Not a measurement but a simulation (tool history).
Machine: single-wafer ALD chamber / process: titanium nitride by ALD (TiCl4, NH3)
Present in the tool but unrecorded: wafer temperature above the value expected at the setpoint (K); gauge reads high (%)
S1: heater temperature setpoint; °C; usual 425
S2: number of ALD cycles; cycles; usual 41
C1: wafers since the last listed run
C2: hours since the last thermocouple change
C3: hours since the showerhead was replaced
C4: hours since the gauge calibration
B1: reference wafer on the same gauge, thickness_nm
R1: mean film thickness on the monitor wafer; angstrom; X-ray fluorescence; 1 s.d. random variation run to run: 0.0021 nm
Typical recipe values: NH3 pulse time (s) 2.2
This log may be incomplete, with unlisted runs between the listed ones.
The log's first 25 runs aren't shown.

Run 26, hour 1415.1: usual settings but S1 437 °C, NH3 pulse time (s) 1.73; C1 292; C2 633.2; C3 818.8; C4 234; B1 0.764. Result: R1 8.55 angstrom.
Run 27, hour 1486.9: usual settings; C1 411; C2 705; C3 890.6; C4 305.8; B1 0.765. Result: R1 8.61 angstrom.
Run 28, hour 1549.7: usual settings but S1 419 °C, S2 35 cycles; C1 360; C2 767.8; C3 953.4; C4 368.6; B1 0.764. Result: R1 7.29 angstrom.
Run 29, hour 1605: usual settings but NH3 pulse time (s) 1.72; C1 317; C2 823.1; C3 1008.7; C4 423.9; B1 0.764. Result: R1 8.52 angstrom.
Run 30, hour 1648.5: usual settings; C1 249; C2 866.6; C3 1052.2; C4 467.4; B1 0.765. Result: R1 8.6 angstrom.
Run 31, hour 1718.2: usual settings; C1 399; C2 936.3; C3 1121.9; C4 537.1; B1 0.765. Result: R1 8.57 angstrom.
At hour 1745.3: thermocouple changed; heater temperature recalibrated.
Run 32, hour 1766.1: usual settings but S1 430 °C, NH3 pulse time (s) 1.9; C1 228; C2 20.8; C3 1169.8; C4 585; B1 0.765. Result: R1 8.57 angstrom.
Run 33, hour 1836.7: usual settings; C1 404; C2 91.4; C3 1240.4; C4 655.6; B1 0.765. Result: R1 8.6 angstrom.
Run 34, hour 1871.3: usual settings; C1 198; C2 126; C3 1275; C4 690.2; B1 0.764. Result: R1 8.6 angstrom.
Run 35, hour 1914.5: usual settings but S1 432 °C, S2 38 cycles, NH3 pulse time (s) 1.8; C1 247; C2 169.2; C3 1318.2; C4 733.4; B1 0.764. Result: R1 7.92 angstrom.
Run 36, hour 1992.7: usual settings; C1 448; C2 247.4; C3 1396.4; C4 811.6; B1 0.765. Result: R1 8.56 angstrom.
Run 37, hour 2034.9: usual settings but S1 417 °C; C1 241; C2 289.6; C3 1438.6; C4 853.8; B1 0.765. Result: R1 8.6 angstrom.
Run 38, hour 2065.2: usual settings but S1 436 °C, S2 35 cycles, NH3 pulse time (s) 1.52; C1 173; C2 319.9; C3 1468.9; C4 884.1; B1 0.765. Result: R1 7.26 angstrom.
Run 39, hour 2096.7: usual settings but S2 38 cycles, NH3 pulse time (s) 1.89; C1 180; C2 351.4; C3 1500.4; C4 915.6; B1 0.765. Result: R1 7.9 angstrom.
Run 40, hour 2220: usual settings but S1 435 °C, S2 38 cycles, NH3 pulse time (s) 2.87; C1 706; C2 474.7; C3 1623.7; C4 1038.9; B1 0.765. Result: R1 8 angstrom.
Run 41, hour 2286.6: usual settings; C1 381; C2 541.3; C3 1690.3; C4 1105.5; B1 0.765. Result: R1 8.55 angstrom.

Below are 3 alternative next runs, each starting from the tool's condition after run 41. Predict each:
Run A, hour 2287.1: usual settings; C1 2; C2 541.8; C3 1690.8; C4 1106; B1 ?. Result: R1 ?.
Run B, hour 2287.1: usual settings but S1 420 °C, S2 36 cycles, NH3 pulse time (s) 2.95; C1 2; C2 541.8; C3 1690.8; C4 1106; B1 ?. Result: R1 ?.
Run C, hour 2287.1: usual settings but S1 437 °C, S2 35 cycles, NH3 pulse time (s) 2.48; C1 2; C2 541.8; C3 1690.8; C4 1106; B1 ?. Result: R1 ?.

run     B1    R1
  A  0.765  8.57
  B  0.765  7.57
  C  0.765  7.33
Stripped of hidden state, with their random variation kept, the same runs would have yielded:
run    R1
  A  8.57
  B  7.57
  C  7.33

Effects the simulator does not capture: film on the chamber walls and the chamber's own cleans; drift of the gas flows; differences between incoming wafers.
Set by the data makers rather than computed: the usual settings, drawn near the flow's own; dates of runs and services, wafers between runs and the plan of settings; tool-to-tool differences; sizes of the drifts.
